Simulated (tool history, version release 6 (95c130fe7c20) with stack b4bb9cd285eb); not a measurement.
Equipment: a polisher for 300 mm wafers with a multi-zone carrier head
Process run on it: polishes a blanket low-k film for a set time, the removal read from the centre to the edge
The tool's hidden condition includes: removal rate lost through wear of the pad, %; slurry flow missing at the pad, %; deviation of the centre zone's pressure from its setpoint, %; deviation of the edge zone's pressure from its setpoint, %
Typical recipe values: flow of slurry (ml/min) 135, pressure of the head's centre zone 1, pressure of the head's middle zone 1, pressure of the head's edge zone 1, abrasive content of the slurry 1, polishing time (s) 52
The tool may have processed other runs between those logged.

run,hour,flow of slurry (ml/min),pressure of the head's centre zone,pressure of the head's middle zone,pressure of the head's edge zone,abrasive content of the slurry,polishing time (s),wafers since the last listed run,wafers polished on this pad,hours since the slurry nozzle was cleaned,hours since the centre zone pressure was calibrated,hours since the edge zone pressure was calibrated,hours since the carrier head's membrane was replaced,"incoming thickness of the incoming film, nm",film removed at the wafer's centre (nm),film removed at mid-radius (nm),film removed at the wafer's edge (nm)
1,0,135,1,1,1,1,52,0,749,513.5,1064.6,673.7,593.4,574.4,18.5,19.1,18.6
2,46.4,135,1,1,1,1,52,344,1093,559.9,1111,720.1,639.8,581.4,18.5,19,18.4
3,80.4,135,1,1,1,1,52,252,1345,593.9,1145,754.1,673.8,581.5,18.4,18.8,18.5
4,131.6,135,1,1,1,1,52,379,1725,645.1,1196.2,805.3,725,576,18.4,18.5,18.2
# hour 132.9: slurry nozzle cleaned
# hour 134.8: centre zone pressure recalibrated
5,189.4,135,1,1,1,1,52,407,2133,56.5,54.6,863.1,782.8,574,17.6,18.4,17.7
# hour 197.5: worn pad replaced by a new one
6,356.9,135,1,1,1,1,52,1213,1182,224,222.1,1030.6,950.3,577.3,18.7,18.7,18.2
# hour 378.4: carrier head's membrane replaced by a new one
7,404,135,1,0.96,1,1,52,312,1495,271.1,269.2,1077.7,25.6,582.7,18.2,17.9,18.2
8,435.4,135,1,1,1.09,1,52,233,1728,302.5,300.6,1109.1,57,589.4,17.8,18.5,19
# hour 449.9: worn pad replaced by a new one
9,477.1,135,1,1,1,1,52,279,202,344.2,342.3,1150.8,98.7,578.6,18.7,19.5,19.2
10,534.3,135,0.95,1,1,1,52,424,626,401.4,399.5,1208,155.9,577.8,17.5,19.4,18.6
11,559.2,135,1.08,1,0.89,1,52,184,811,426.3,424.4,1232.9,180.8,582.1,20.1,19,17.5
12,585.6,135,0.91,0.93,1,1,52,195,1007,452.7,450.8,1259.3,207.2,574.2,16.9,17.8,18.5
13,651.1,135,1,1,1,1,52,486,1493,518.2,516.3,1324.8,272.7,580.9,18.4,19,18.1
# hour 709.8: worn pad replaced by a new one
14,710.3,135,1,1.12,1,1,52,409,3,577.4,575.5,1384,331.9,578.8,18.9,21.3,19
# hour 715.6: edge zone pressure recalibrated
15,732.9,160,1.09,1,1.08,1,42,152,156,600,598.1,17.3,354.5,573.9,17.5,16.2,16.3
16,774.3,135,1,1,1,1,52,307,463,641.4,639.5,58.7,395.9,572.3,18.8,19.1,18.8
17,827.6,160,0.95,1,1,1,52,395,859,694.7,692.8,112,449.2,572.8,18.4,19.7,19
18,880.7,165,1,0.91,1,1,37,394,1253,747.8,745.9,165.1,502.3,591.2,13.5,12.9,13.5
# hour 889.2: slurry nozzle cleaned
19,942.1,135,1,1,1,1,52,448,1701,52.9,807.3,226.5,563.7,584.3,18,18.4,18.1
20,991.4,120,1,0.93,1,0.9,61,365,2067,102.2,856.6,275.8,613,588.8,19.7,18.7,19.8
# hour 1019.8: worn pad replaced by a new one
21,1056.4,135,1,1.07,0.9,1.25,39,452,271,167.2,921.6,340.8,678,577.6,15.2,16.4,14.4
22,1084.6,95,0.96,0.94,1,1.25,52,209,480,195.4,949.8,369,706.2,575.5,17.5,18,19

Predict each of these 4 candidate next runs independently; none follows another, all start after run 22:
A,1085,135,1,1,1,1,52,2,483,195.8,950.2,369.4,706.6,571.8,?,?,?
B,1085,135,1,0.9,1,1,52,2,483,195.8,950.2,369.4,706.6,571.8,?,?,?
C,1085,135,1,1.05,1,1,52,2,483,195.8,950.2,369.4,706.6,571.8,?,?,?
D,1085,135,1.05,1.09,1,1,52,2,483,195.8,950.2,369.4,706.6,571.8,?,?,?

run,film removed at the wafer's centre (nm),film removed at mid-radius (nm),film removed at the wafer's edge (nm)
A,18.5,19.2,18.7
B,18.5,17.6,18.7
C,18.5,20.1,18.7
D,19.4,20.7,18.7
The same runs, with their run-to-run variation unchanged, on a tool lacking any hidden condition would have given:
run,film removed at the wafer's centre (nm),film removed at mid-radius (nm),film removed at the wafer's edge (nm)
A,18.9,19.7,19.1
B,18.9,18,19.1
C,18.9,20.5,19.1
D,19.9,21.2,19.1
